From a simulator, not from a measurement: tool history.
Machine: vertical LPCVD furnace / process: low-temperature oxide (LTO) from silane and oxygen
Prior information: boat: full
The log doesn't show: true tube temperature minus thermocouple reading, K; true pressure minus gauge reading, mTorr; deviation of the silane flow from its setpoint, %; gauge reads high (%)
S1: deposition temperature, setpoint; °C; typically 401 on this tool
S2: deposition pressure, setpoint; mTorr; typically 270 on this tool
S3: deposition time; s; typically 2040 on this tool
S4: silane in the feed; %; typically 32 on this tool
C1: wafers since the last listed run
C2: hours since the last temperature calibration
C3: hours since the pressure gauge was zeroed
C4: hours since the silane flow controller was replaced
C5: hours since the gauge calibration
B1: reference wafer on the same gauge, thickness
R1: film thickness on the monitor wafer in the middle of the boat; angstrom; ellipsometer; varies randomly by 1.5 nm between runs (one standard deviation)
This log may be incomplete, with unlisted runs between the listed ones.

Run 1, hour 0: usual settings; C1 0; C2 1458.9; C3 4189.1; C4 1448.2; C5 443.7; B1 328.1. Result: R1 3148.1 angstrom.
Run 2, hour 54.2: usual settings; C1 858; C2 1513.1; C3 4243.3; C4 1502.4; C5 497.9; B1 328.36. Result: R1 3160.8 angstrom.
Run 3, hour 77.7: usual settings; C1 372; C2 1536.6; C3 4266.8; C4 1525.9; C5 521.4; B1 327.71. Result: R1 3132.9 angstrom.
Run 4, hour 145.3: usual settings; C1 1071; C2 1604.2; C3 4334.4; C4 1593.5; C5 589; B1 328.2. Result: R1 3156.7 angstrom.
Run 5, hour 166.4: usual settings; C1 334; C2 1625.3; C3 4355.5; C4 1614.6; C5 610.1; B1 327.8. Result: R1 3172.6 angstrom.
Run 6, hour 189.2: usual settings but S1 394 °C, S3 1770 s; C1 361; C2 1648.1; C3 4378.3; C4 1637.4; C5 632.9; B1 327.74. Result: R1 2513.4 angstrom.
Run 7, hour 223.5: usual settings but S1 394 °C, S3 1770 s; C1 543; C2 1682.4; C3 4412.6; C4 1671.7; C5 667.2; B1 328.48. Result: R1 2509.3 angstrom.
Run 8, hour 246.5: usual settings; C1 364; C2 1705.4; C3 4435.6; C4 1694.7; C5 690.2; B1 328.61. Result: R1 3124.5 angstrom.
Run 9, hour 263.6: usual settings; C1 270; C2 1722.5; C3 4452.7; C4 1711.8; C5 707.3; B1 328.24. Result: R1 3138.4 angstrom.
Run 10, hour 282.6: usual settings; C1 301; C2 1741.5; C3 4471.7; C4 1730.8; C5 726.3; B1 328.49. Result: R1 3141 angstrom.
At hour 332.7: thermocouples replaced and temperature profile calibrated.
Run 11, hour 333.2: usual settings; C1 421; C2 0.5; C3 4522.3; C4 1781.4; C5 776.9; B1 327.76. Result: R1 2983.5 angstrom.
Run 12, hour 346.2: usual settings; C1 206; C2 13.5; C3 4535.3; C4 1794.4; C5 789.9; B1 328.27. Result: R1 3002.6 angstrom.
Run 13, hour 376.6: usual settings but S1 395 °C, S2 250 mTorr, S4 36 %; C1 481; C2 43.9; C3 4565.7; C4 1824.8; C5 820.3; B1 327.42. Result: R1 3066.1 angstrom.
At hour 464: silane flow controller replaced.
Run 14, hour 473: usual settings but S2 325 mTorr, S4 34 %; C1 1147; C2 140.3; C3 4662.1; C4 9; C5 916.7; B1 327.78. Result: R1 3933.9 angstrom.
Run 15, hour 502.6: usual settings but S2 320 mTorr, S4 35 %; C1 469; C2 169.9; C3 4691.7; C4 38.6; C5 946.3; B1 328.51. Result: R1 4061.3 angstrom.
Run 16, hour 538.5: usual settings but S1 397 °C; C1 568; C2 205.8; C3 4727.6; C4 74.5; C5 982.2; B1 328.33. Result: R1 2890.9 angstrom.
At hour 575.5: pressure gauge zeroed.
Run 17, hour 576: usual settings; C1 213; C2 243.3; C3 0.5; C4 112; C5 1019.7; B1 328.3. Result: R1 3052.8 angstrom.
Run 18, hour 594.1: usual settings but S3 1230 s; C1 286; C2 261.4; C3 18.6; C4 130.1; C5 1037.8; B1 328.94. Result: R1 1830.6 angstrom.
At hour 595.1: gauge calibrated.
Run 19, hour 608.5: usual settings; C1 228; C2 275.8; C3 33; C4 144.5; C5 13.4; B1 327.93. Result: R1 3064.4 angstrom.
Run 20, hour 629.4: usual settings but S1 412 °C, S3 1560 s; C1 331; C2 296.7; C3 53.9; C4 165.4; C5 34.3; B1 328.38. Result: R1 2640.7 angstrom.
Run 21, hour 645.9: usual settings but S1 412 °C, S3 1560 s; C1 261; C2 313.2; C3 70.4; C4 181.9; C5 50.8; B1 328.22. Result: R1 2637.1 angstrom.
Run 22, hour 720.7: usual settings; C1 1185; C2 388; C3 145.2; C4 256.7; C5 125.6; B1 327.81. Result: R1 3071.9 angstrom.
Run 23, hour 819.5: usual settings but S1 405 °C, S2 330 mTorr; C1 1565; C2 486.8; C3 244; C4 355.5; C5 224.4; B1 328.3. Result: R1 3928.8 angstrom.
Run 24, hour 841.1: usual settings but S1 391 °C, S4 34 %; C1 342; C2 508.4; C3 265.6; C4 377.1; C5 246; B1 327.81. Result: R1 2991.2 angstrom.
Run 25, hour 862: usual settings but S2 230 mTorr; C1 331; C2 529.3; C3 286.5; C4 398; C5 266.9; B1 328.15. Result: R1 2645.6 angstrom.
Run 26, hour 889.4: usual settings; C1 434; C2 556.7; C3 313.9; C4 425.4; C5 294.3; B1 328.35. Result: R1 3087.6 angstrom.
Run 27, hour 905.8: usual settings but S3 2340 s; C1 259; C2 573.1; C3 330.3; C4 441.8; C5 310.7; B1 327.74. Result: R1 3540.2 angstrom.
Run 28, hour 926.9: usual settings but S3 2730 s; C1 334; C2 594.2; C3 351.4; C4 462.9; C5 331.8; B1 328.41. Result: R1 4123 angstrom.
Run 29, hour 957.9: usual settings but S2 205 mTorr; C1 491; C2 625.2; C3 382.4; C4 493.9; C5 362.8; B1 327.73. Result: R1 2356.7 angstrom.
Run 30, hour 975.7: usual settings but S3 1260 s; C1 282; C2 643; C3 400.2; C4 511.7; C5 380.6; B1 327.62. Result: R1 1913.9 angstrom.

For some of the steps in R1 from one run to the next: how much would appear even if the tool had no hidden state, given the settings, what came in and random variation, and how much remains for the hidden state plus any gauge scatter that the measured result and the result without hidden state don't share?
Run 10 -> 11: thermocouples replaced and temperature profile calibrated. R1 -157.5 angstrom: hidden state -146, all else -11.5.
Run 17 -> 18: S3 2040 -> 1230. R1 -1222.2 angstrom: hidden state -20.7, all else -1201.5.
Run 18 -> 19: S3 1230 -> 2040, gauge calibrated. R1 +1233.8 angstrom: hidden state +25.9, all else +1207.9.
Run 22 -> 23: S1 401 -> 405, S2 270 -> 330. R1 +856.9 angstrom: hidden state +34, all else +822.9.
Run 28 -> 29: S2 270 -> 205, S3 2730 -> 2040. R1 -1766.3 angstrom: hidden state -54.2, all else -1712.1.

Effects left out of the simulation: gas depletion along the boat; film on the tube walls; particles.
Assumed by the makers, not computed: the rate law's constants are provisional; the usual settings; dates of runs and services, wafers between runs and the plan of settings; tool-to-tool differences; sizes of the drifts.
